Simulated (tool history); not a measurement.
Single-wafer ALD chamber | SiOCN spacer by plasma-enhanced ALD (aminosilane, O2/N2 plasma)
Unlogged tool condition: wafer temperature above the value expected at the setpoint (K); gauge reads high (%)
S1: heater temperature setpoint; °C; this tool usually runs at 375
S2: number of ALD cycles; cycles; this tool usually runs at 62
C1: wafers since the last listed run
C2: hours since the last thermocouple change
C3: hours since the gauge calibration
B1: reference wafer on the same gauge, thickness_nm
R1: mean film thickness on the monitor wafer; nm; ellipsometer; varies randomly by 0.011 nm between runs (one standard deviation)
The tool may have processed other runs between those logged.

{"run": 1, "hour": 0.0, "S1": 375, "S2": 62, "C1": 0, "C2": 1435.2, "C3": 309.6, "B1": 4.895, "R1": 4.259}
{"run": 2, "hour": 9.5, "S1": 375, "S2": 62, "C1": 43, "C2": 1444.7, "C3": 319.1, "B1": 4.897, "R1": 4.247}
{"hour": 20.5, "done": "gauge calibrated"}
{"run": 3, "hour": 26.5, "S1": 375, "S2": 62, "C1": 77, "C2": 1461.7, "C3": 6, "B1": 4.902, "R1": 4.244}
{"run": 4, "hour": 43.2, "S1": 375, "S2": 62, "C1": 75, "C2": 1478.4, "C3": 22.7, "B1": 4.899, "R1": 4.237}
{"run": 5, "hour": 57.0, "S1": 375, "S2": 62, "C1": 62, "C2": 1492.2, "C3": 36.5, "B1": 4.903, "R1": 4.241}
{"run": 6, "hour": 65.0, "S1": 375, "S2": 62, "C1": 36, "C2": 1500.2, "C3": 44.5, "B1": 4.897, "R1": 4.23}
{"run": 7, "hour": 72.1, "S1": 375, "S2": 62, "C1": 32, "C2": 1507.3, "C3": 51.6, "B1": 4.899, "R1": 4.224}
{"run": 8, "hour": 81.5, "S1": 375, "S2": 62, "C1": 42, "C2": 1516.7, "C3": 61, "B1": 4.9, "R1": 4.225}
{"run": 9, "hour": 87.9, "S1": 387, "S2": 62, "C1": 29, "C2": 1523.1, "C3": 67.4, "B1": 4.898, "R1": 4.254}
{"run": 10, "hour": 96.2, "S1": 375, "S2": 62, "C1": 37, "C2": 1531.4, "C3": 75.7, "B1": 4.895, "R1": 4.24}
{"run": 11, "hour": 112.5, "S1": 375, "S2": 62, "C1": 74, "C2": 1547.7, "C3": 92, "B1": 4.901, "R1": 4.226}
{"run": 12, "hour": 124.9, "S1": 375, "S2": 59, "C1": 56, "C2": 1560.1, "C3": 104.4, "B1": 4.904, "R1": 4.028}
{"run": 13, "hour": 131.1, "S1": 375, "S2": 59, "C1": 28, "C2": 1566.3, "C3": 110.6, "B1": 4.899, "R1": 4.035}
{"run": 14, "hour": 139.6, "S1": 375, "S2": 59, "C1": 38, "C2": 1574.8, "C3": 119.1, "B1": 4.901, "R1": 4.043}
{"run": 15, "hour": 146.1, "S1": 375, "S2": 62, "C1": 29, "C2": 1581.3, "C3": 125.6, "B1": 4.903, "R1": 4.218}
{"run": 16, "hour": 152.2, "S1": 375, "S2": 53, "C1": 27, "C2": 1587.4, "C3": 131.7, "B1": 4.901, "R1": 3.63}
{"run": 17, "hour": 166.8, "S1": 375, "S2": 53, "C1": 66, "C2": 1602, "C3": 146.3, "B1": 4.897, "R1": 3.623}
{"run": 18, "hour": 180.1, "S1": 375, "S2": 53, "C1": 60, "C2": 1615.3, "C3": 159.6, "B1": 4.898, "R1": 3.632}
{"run": 19, "hour": 224.0, "S1": 375, "S2": 62, "C1": 199, "C2": 1659.2, "C3": 203.5, "B1": 4.9, "R1": 4.247}
{"run": 20, "hour": 230.6, "S1": 375, "S2": 62, "C1": 30, "C2": 1665.8, "C3": 210.1, "B1": 4.903, "R1": 4.229}
{"run": 21, "hour": 241.0, "S1": 375, "S2": 62, "C1": 47, "C2": 1676.2, "C3": 220.5, "B1": 4.901, "R1": 4.225}
{"hour": 252.9, "done": "thermocouple changed; heater temperature recalibrated"}
{"run": 22, "hour": 267.3, "S1": 375, "S2": 62, "C1": 83, "C2": 14.4, "C3": 246.8, "B1": 4.896, "R1": 4.254}
{"run": 23, "hour": 284.7, "S1": 375, "S2": 62, "C1": 79, "C2": 31.8, "C3": 264.2, "B1": 4.899, "R1": 4.223}
{"run": 24, "hour": 299.2, "S1": 369, "S2": 56, "C1": 65, "C2": 46.3, "C3": 278.7, "B1": 4.903, "R1": 3.841}
{"hour": 301.8, "done": "gauge calibrated"}
{"run": 25, "hour": 312.9, "S1": 384, "S2": 67, "C1": 62, "C2": 60, "C3": 11.1, "B1": 4.897, "R1": 4.601}
{"run": 26, "hour": 361.3, "S1": 371, "S2": 62, "C1": 220, "C2": 108.4, "C3": 59.5, "B1": 4.901, "R1": 4.245}
{"run": 27, "hour": 367.8, "S1": 375, "S2": 62, "C1": 29, "C2": 114.9, "C3": 66, "B1": 4.899, "R1": 4.246}
{"run": 28, "hour": 376.0, "S1": 382, "S2": 66, "C1": 37, "C2": 123.1, "C3": 74.2, "B1": 4.901, "R1": 4.508}
{"run": 29, "hour": 382.6, "S1": 375, "S2": 72, "C1": 30, "C2": 129.7, "C3": 80.8, "B1": 4.906, "R1": 4.923}
{"run": 30, "hour": 395.8, "S1": 364, "S2": 59, "C1": 60, "C2": 142.9, "C3": 94, "B1": 4.896, "R1": 4.034}
{"run": 31, "hour": 408.5, "S1": 375, "S2": 74, "C1": 57, "C2": 155.6, "C3": 106.7, "B1": 4.901, "R1": 5.074}
{"run": 32, "hour": 421.1, "S1": 375, "S2": 62, "C1": 57, "C2": 168.2, "C3": 119.3, "B1": 4.9, "R1": 4.243}
{"run": 33, "hour": 430.4, "S1": 387, "S2": 66, "C1": 42, "C2": 177.5, "C3": 128.6, "B1": 4.901, "R1": 4.507}
{"run": 34, "hour": 444.5, "S1": 375, "S2": 62, "C1": 64, "C2": 191.6, "C3": 142.7, "B1": 4.896, "R1": 4.235}
{"run": 35, "hour": 453.7, "S1": 375, "S2": 53, "C1": 41, "C2": 200.8, "C3": 151.9, "B1": 4.899, "R1": 3.619}
{"run": 36, "hour": 460.0, "S1": 375, "S2": 71, "C1": 28, "C2": 207.1, "C3": 158.2, "B1": 4.9, "R1": 4.846}
{"run": 37, "hour": 469.2, "S1": 371, "S2": 51, "C1": 41, "C2": 216.3, "C3": 167.4, "B1": 4.9, "R1": 3.489}
{"run": 38, "hour": 480.2, "S1": 371, "S2": 50, "C1": 50, "C2": 227.3, "C3": 178.4, "B1": 4.896, "R1": 3.426}
{"run": 39, "hour": 495.1, "S1": 389, "S2": 70, "C1": 67, "C2": 242.2, "C3": 193.3, "B1": 4.9, "R1": 4.802}
{"run": 40, "hour": 504.9, "S1": 368, "S2": 68, "C1": 44, "C2": 252, "C3": 203.1, "B1": 4.901, "R1": 4.666}
{"run": 41, "hour": 514.5, "S1": 375, "S2": 57, "C1": 43, "C2": 261.6, "C3": 212.7, "B1": 4.898, "R1": 3.908}
{"run": 42, "hour": 525.9, "S1": 369, "S2": 70, "C1": 51, "C2": 273, "C3": 224.1, "B1": 4.9, "R1": 4.791}
{"run": 43, "hour": 540.6, "S1": 364, "S2": 53, "C1": 66, "C2": 287.7, "C3": 238.8, "B1": 4.896, "R1": 3.645}

What was the tool's hidden state at every run in the log?
wafer temperature above the value expected at the setpoint (K): 0 in every run
gauge reads high (%): 0 in every run
